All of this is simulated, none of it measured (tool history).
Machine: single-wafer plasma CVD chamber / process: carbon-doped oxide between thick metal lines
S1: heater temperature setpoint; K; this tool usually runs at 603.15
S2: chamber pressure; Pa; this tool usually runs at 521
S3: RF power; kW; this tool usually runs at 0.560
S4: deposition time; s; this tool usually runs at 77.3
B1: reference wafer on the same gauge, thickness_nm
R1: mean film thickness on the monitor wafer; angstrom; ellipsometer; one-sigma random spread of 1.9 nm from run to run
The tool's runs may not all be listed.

run 1 hour=0.0 | S1=608.15 S2=521 S3=0.560 S4=77.3 | B1=468.370 | R1=3920.77
run 2 hour=23.0 | S1=608.15 S2=521 S3=0.560 S4=77.3 | B1=468.073 | R1=3957.52
run 3 hour=38.5 | S1=603.15 S2=441 S3=0.560 S4=77.3 | B1=468.065 | R1=3925.41
run 4 hour=53.4 | S1=614.15 S2=465 S3=0.560 S4=86.5 | B1=467.796 | R1=4273.29
run 5 hour=88.2 | S1=608.15 S2=521 S3=0.560 S4=77.3 | B1=468.197 | R1=3994.99
run 6 hour=117.7 | S1=603.15 S2=435 S3=0.590 S4=77.3 | B1=468.134 | R1=4096.64
run 7 hour=136.3 | S1=603.15 S2=521 S3=0.560 S4=77.3 | B1=467.829 | R1=4001.41
run 8 hour=153.6 | S1=603.15 S2=521 S3=0.560 S4=77.3 | B1=468.106 | R1=3995.35
-- hour=184.0 showerhead replaced
run 9 hour=184.6 | S1=603.15 S2=521 S3=0.635 S4=77.3 | B1=468.076 | R1=4483.76
run 10 hour=209.5 | S1=610.15 S2=521 S3=0.560 S4=77.3 | B1=467.726 | R1=3956.58
-- hour=292.5 RF generator calibrated
run 11 hour=315.6 | S1=603.15 S2=521 S3=0.560 S4=77.3 | B1=467.942 | R1=4132.04
-- hour=339.3 gauge calibrated
run 12 hour=347.7 | S1=603.15 S2=521 S3=0.560 S4=82.7 | B1=468.038 | R1=4405.06
run 13 hour=368.5 | S1=603.15 S2=521 S3=0.560 S4=77.3 | B1=467.493 | R1=4118.09
run 14 hour=396.4 | S1=596.15 S2=628 S3=0.560 S4=77.3 | B1=468.040 | R1=4378.17
run 15 hour=421.7 | S1=603.15 S2=521 S3=0.595 S4=77.3 | B1=467.770 | R1=4343.00
run 16 hour=448.8 | S1=613.15 S2=521 S3=0.560 S4=77.3 | B1=467.905 | R1=4028.54
run 17 hour=463.9 | S1=603.15 S2=521 S3=0.560 S4=77.3 | B1=467.939 | R1=4105.80
-- hour=482.1 capacitance manometer re-zeroed and calibrated
run 18 hour=482.6 | S1=603.15 S2=641 S3=0.605 S4=89.8 | B1=468.020 | R1=5299.83
run 19 hour=496.5 | S1=603.15 S2=521 S3=0.530 S4=77.3 | B1=468.384 | R1=3882.16
run 20 hour=526.0 | S1=593.15 S2=455 S3=0.480 S4=77.3 | B1=468.463 | R1=3543.11
run 21 hour=559.1 | S1=603.15 S2=521 S3=0.560 S4=85.8 | B1=467.748 | R1=4520.80

Run 22, settings as shown, results not yet in. Your forecast:
run 22 hour=594.1 | S1=603.15 S2=521 S3=0.560 S4=77.3 | B1=? | R1=?

Run 22 produced B1 468.094, R1 4094.26 angstrom.
Had the tool carried no hidden state, the very same run would have given R1 4145.72 angstrom.
